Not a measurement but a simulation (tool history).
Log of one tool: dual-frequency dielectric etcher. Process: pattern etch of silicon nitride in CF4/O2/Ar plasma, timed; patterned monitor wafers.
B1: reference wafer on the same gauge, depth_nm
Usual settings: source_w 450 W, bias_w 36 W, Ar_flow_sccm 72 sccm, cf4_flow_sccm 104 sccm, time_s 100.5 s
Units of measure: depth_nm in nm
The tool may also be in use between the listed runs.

Run 1, hour 0: usual settings; B1 186.2. Result: depth_nm 169.3 nm.
Run 2, hour 6.9: usual settings; B1 186. Result: depth_nm 169.2 nm.
At hour 35.6: wet clean of the chamber, repeated, since the last time left the tool worse.
At hour 41.2: upper electrode replaced.
At hour 45.5: Ar flow controller replaced.
Run 3, hour 46: usual settings; B1 186.1. Result: depth_nm 181.2 nm.
Run 4, hour 46.3: usual settings but time_s 78 s; B1 185.7. Result: depth_nm 141.3 nm.
Run 5, hour 46.6: usual settings but Ar_flow_sccm 80 sccm, cf4_flow_sccm 123 sccm; B1 186. Result: depth_nm 183.6 nm.
Run 6, hour 52: usual settings but source_w 530 W; B1 186.2. Result: depth_nm 206 nm.
At hour 60.1: source power generator calibrated.
Run 7, hour 63.9: usual settings but Ar_flow_sccm 61 sccm, time_s 89 s; B1 186.2. Result: depth_nm 163.9 nm.
Run 8, hour 80.1: usual settings but source_w 400 W, Ar_flow_sccm 86 sccm; B1 186. Result: depth_nm 165.3 nm.
Run 9, hour 88.8: usual settings but cf4_flow_sccm 80 sccm; B1 186. Result: depth_nm 175.1 nm.
Run 10, hour 98.9: usual settings but bias_w 42 W, cf4_flow_sccm 82 sccm; B1 185.8. Result: depth_nm 188.2 nm.
Run 11, hour 115.8: usual settings but bias_w 42 W, cf4_flow_sccm 84 sccm; B1 185.8. Result: depth_nm 189.1 nm.
At hour 120.3: bias power generator calibrated.
Run 12, hour 122: usual settings; B1 185.9. Result: depth_nm 182.8 nm.
Run 13, hour 129.6: usual settings but source_w 400 W, bias_w 31 W, Ar_flow_sccm 62 sccm, time_s 87.5 s; B1 186. Result: depth_nm 139.7 nm.
Run 14, hour 144: usual settings but source_w 530 W; B1 186.2. Result: depth_nm 206.2 nm.
Run 15, hour 161.4: usual settings but source_w 520 W, bias_w 28 W, cf4_flow_sccm 118 sccm, time_s 121.5 s; B1 185.8. Result: depth_nm 230.2 nm.
Run 16, hour 173.6: usual settings but source_w 390 W, Ar_flow_sccm 82 sccm, cf4_flow_sccm 111 sccm, time_s 118.5 s; B1 186.1. Result: depth_nm 193.5 nm.
Run 17, hour 182.5: usual settings but source_w 390 W, bias_w 40 W, Ar_flow_sccm 66 sccm; B1 185.9. Result: depth_nm 174 nm.
Run 18, hour 193.8: usual settings but bias_w 33 W, Ar_flow_sccm 78 sccm; B1 186. Result: depth_nm 176.9 nm.
Run 19, hour 211.4: usual settings; B1 185.9. Result: depth_nm 184.8 nm.
Run 20, hour 221.6: usual settings but source_w 370 W; B1 185.8. Result: depth_nm 159.3 nm.

Some steps in depth_nm between neighbouring runs. How much of each would the tool show without its hidden state too (settings, what came in, random variation), and how much is left for the hidden state, with any gauge scatter that isn't in both results?
Hidden state at play: etch rate over this chamber's usual, %; source power that arrives over what is set, %; bias power that arrives over what is set, %; Ar flow that arrives over what is set, %; CF4 flow that arrives over what is set, %; gauge reads high (%).
Run 2 -> 3: wet clean of the chamber, repeated, since the last time left the tool worse, upper electrode replaced, Ar flow controller replaced. depth_nm +12 nm: hidden state +12.9, all else -0.9.
Run 12 -> 13: source_w 450 -> 400, bias_w 36 -> 31, Ar_flow_sccm 72 -> 62, time_s 100.5 -> 87.5. depth_nm -43.1 nm: hidden state -0.3, all else -42.8.
Run 13 -> 14: source_w 400 -> 530, bias_w 31 -> 36, Ar_flow_sccm 62 -> 72, time_s 87.5 -> 100.5. depth_nm +66.5 nm: hidden state +0.6, all else +65.9.

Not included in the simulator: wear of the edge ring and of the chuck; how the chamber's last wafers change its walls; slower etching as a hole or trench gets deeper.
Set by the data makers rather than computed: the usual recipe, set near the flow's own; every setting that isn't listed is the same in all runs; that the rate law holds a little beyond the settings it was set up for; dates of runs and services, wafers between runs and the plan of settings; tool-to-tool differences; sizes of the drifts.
